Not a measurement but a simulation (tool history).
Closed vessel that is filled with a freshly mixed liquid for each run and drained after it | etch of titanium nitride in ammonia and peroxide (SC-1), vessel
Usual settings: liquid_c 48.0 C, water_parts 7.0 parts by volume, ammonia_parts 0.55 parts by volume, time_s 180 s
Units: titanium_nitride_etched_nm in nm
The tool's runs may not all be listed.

| run | hour | liquid_c | water_parts | ammonia_parts | time_s | wafers since the last listed run | hours since the thermometer was replaced | hours since the ammonia flow meter was replaced | hours since the drum of ammonia solution was connected | hours since the gauge calibration | read-back film thickness of the titanium nitride reference wafer, read on the same gauge (nm) | titanium_nitride_etched_nm |
|---|---|---|---|---|---|---|---|---|---|---|---|---|
| 1 | 0.0 | 48.0 | 7.0 | 0.55 | 180 | 0 | 1967.6 | 1137.1 | 600.2 | 92.1 | 40.23 | 9.22 |
| 2 | 20.8 | 48.0 | 7.0 | 0.55 | 180 | 1328 | 1988.4 | 1157.9 | 621.0 | 112.9 | 40.24 | 9.17 |
| 3 | 40.0 | 48.0 | 7.0 | 0.55 | 180 | 1226 | 2007.6 | 1177.1 | 640.2 | 132.1 | 40.29 | 9.19 |
| 4 | 75.1 | 48.0 | 7.0 | 0.55 | 135 | 2242 | 2042.7 | 1212.2 | 675.3 | 167.2 | 40.35 | 6.92 |
| 5 | 92.4 | 48.0 | 7.0 | 0.55 | 180 | 1105 | 2060.0 | 1229.5 | 692.6 | 184.5 | 40.37 | 9.18 |
| 6 | 110.0 | 48.0 | 8.5 | 0.55 | 180 | 1124 | 2077.6 | 1247.1 | 710.2 | 202.1 | 40.39 | 8.33 |
| 7 | 145.3 | 48.0 | 8.5 | 0.55 | 180 | 2254 | 2112.9 | 1282.4 | 745.5 | 237.4 | 40.44 | 8.34 |
| 8 | 169.4 | 48.0 | 8.5 | 0.55 | 180 | 1539 | 2137.0 | 1306.5 | 769.6 | 261.5 | 40.45 | 8.36 |
| 9 | 184.3 | 43.5 | 7.0 | 0.55 | 235 | 951 | 2151.9 | 1321.4 | 784.5 | 276.4 | 40.50 | 8.77 |
| 10 | 217.0 | 43.5 | 7.0 | 0.55 | 235 | 2088 | 2184.6 | 1354.1 | 817.2 | 309.1 | 40.57 | 8.79 |
|  | 236.4 | thermometer replaced |
| 11 | 246.4 | 40.5 | 7.0 | 0.55 | 180 | 1814 | 10.0 | 1383.5 | 846.6 | 338.5 | 40.61 | 5.38 |
| 12 | 258.7 | 44.0 | 7.0 | 0.55 | 180 | 785 | 22.3 | 1395.8 | 858.9 | 350.8 | 40.60 | 6.93 |
| 13 | 287.1 | 48.0 | 7.0 | 0.55 | 180 | 1814 | 50.7 | 1424.2 | 887.3 | 379.2 | 40.68 | 9.28 |
| 14 | 305.4 | 48.0 | 10.0 | 0.45 | 180 | 1168 | 69.0 | 1442.5 | 905.6 | 397.5 | 40.69 | 7.42 |
|  | 319.5 | gauge calibrated |
| 15 | 337.6 | 48.0 | 7.0 | 0.55 | 180 | 2056 | 101.2 | 1474.7 | 937.8 | 18.1 | 39.91 | 9.19 |
|  | 344.8 | ammonia flow meter replaced |
|  | 348.4 | new drum of ammonia solution connected |
| 16 | 351.1 | 42.5 | 10.0 | 0.55 | 270 | 734 | 114.7 | 6.3 | 2.7 | 31.6 | 39.92 | 7.60 |
| 17 | 384.4 | 48.0 | 7.0 | 0.55 | 120 | 2127 | 148.0 | 39.6 | 36.0 | 64.9 | 40.00 | 6.13 |
| 18 | 409.5 | 48.0 | 7.0 | 0.55 | 180 | 1603 | 173.1 | 64.7 | 61.1 | 90.0 | 40.00 | 9.08 |
| 19 | 434.8 | 45.5 | 7.0 | 0.40 | 180 | 1616 | 198.4 | 90.0 | 86.4 | 115.3 | 40.05 | 7.26 |
| 20 | 448.0 | 48.0 | 7.0 | 0.55 | 180 | 843 | 211.6 | 103.2 | 99.6 | 128.5 | 40.08 | 9.20 |

4 ways to go on from here, each from the tool as it stands after run 20. What would each give?
| A | 448.7 | 48.0 | 7.0 | 0.35 | 180 | 44 | 212.3 | 103.9 | 100.3 | 129.2 | ? | ? |
| B | 448.7 | 52.5 | 6.0 | 0.65 | 255 | 44 | 212.3 | 103.9 | 100.3 | 129.2 | ? | ? |
| C | 448.7 | 48.0 | 8.5 | 0.55 | 90 | 44 | 212.3 | 103.9 | 100.3 | 129.2 | ? | ? |
| D | 448.7 | 42.5 | 7.0 | 0.80 | 180 | 44 | 212.3 | 103.9 | 100.3 | 129.2 | ? | ? |

| run | read-back film thickness of the titanium nitride reference wafer, read on the same gauge (nm) | titanium_nitride_etched_nm |
|---|---|---|
| A | 40.09 | 8.47 |
| B | 40.09 | 19.59 |
| C | 40.09 | 4.15 |
| D | 40.09 | 6.53 |
Without the tool's hidden state the same runs would have given:
| run | titanium_nitride_etched_nm |
|---|---|
| A | 8.46 |
| B | 19.55 |
| C | 4.14 |
| D | 6.51 |
